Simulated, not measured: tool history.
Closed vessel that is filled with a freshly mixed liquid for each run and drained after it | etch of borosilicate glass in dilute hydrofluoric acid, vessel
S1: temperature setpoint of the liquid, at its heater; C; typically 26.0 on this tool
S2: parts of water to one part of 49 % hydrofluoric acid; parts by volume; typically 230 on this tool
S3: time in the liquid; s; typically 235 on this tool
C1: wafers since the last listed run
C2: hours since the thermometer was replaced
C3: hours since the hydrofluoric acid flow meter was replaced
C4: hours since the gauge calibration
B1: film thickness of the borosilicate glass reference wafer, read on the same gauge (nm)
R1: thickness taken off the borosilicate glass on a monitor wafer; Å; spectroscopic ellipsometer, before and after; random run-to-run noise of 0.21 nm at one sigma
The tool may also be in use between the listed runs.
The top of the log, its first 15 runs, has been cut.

run	day	S1	S2	S3	C1	C2	C3	C4	B1	R1
16	14.450	26.0	230	235	2061	1383.6	303.5	832.9	82.57	269.0
17	17.783	31.0	145	290	5425	1463.6	383.5	912.9	83.11	704.6
18	19.229	26.0	230	320	2353	1498.3	418.2	947.6	83.33	369.6
19	20.025	30.0	145	235	1295	1517.4	437.3	966.7	83.45	550.0
# day 20.942: gauge calibrated
20	21.392	30.5	230	235	2224	1550.2	470.1	10.8	79.96	306.6
21	22.042	26.0	230	115	1057	1565.8	485.7	26.4	79.99	129.9
# day 22.567: thermometer replaced
22	23.179	26.0	230	235	1783	14.7	513.0	53.7	79.99	259.8
# day 24.575: hydrofluoric acid flow meter replaced
23	24.596	26.0	230	235	2237	48.7	0.5	87.7	80.02	260.2
24	25.408	21.0	230	140	1322	68.2	20.0	107.2	80.05	127.8
25	26.554	26.0	230	235	1864	95.7	47.5	134.7	80.07	259.8
26	27.817	24.0	285	145	2054	126.0	77.8	165.0	80.07	114.7
27	29.258	28.5	180	365	2346	160.6	112.4	199.6	80.12	602.7
28	30.346	28.5	115	235	1770	186.7	138.5	225.7	80.18	669.7
29	30.854	26.0	230	235	827	198.9	150.7	237.9	80.15	261.1
30	32.300	31.0	230	305	2353	233.6	185.4	272.6	80.24	403.8
31	33.188	26.0	230	235	1444	254.9	206.7	293.9	80.29	264.3
32	34.200	26.0	230	235	1647	279.2	231.0	318.2	80.37	265.8
33	34.983	29.0	130	295	1274	298.0	249.8	337.0	80.37	728.9
34	35.675	22.0	290	160	1125	314.6	266.4	353.6	80.43	116.6

Predict each of these 3 candidate next runs independently; none follows another, all start after run 34:
A	35.704	26.0	230	285	47	315.3	267.1	354.3	?	?
B	35.704	30.0	230	195	47	315.3	267.1	354.3	?	?
C	35.704	28.0	130	305	47	315.3	267.1	354.3	?	?

run	B1	R1
A	80.44	317.5
B	80.44	249.5
C	80.44	727.5
Without the tool's unlogged condition, the same runs would have read:
run	R1
A	315.7
B	248.1
C	723.4
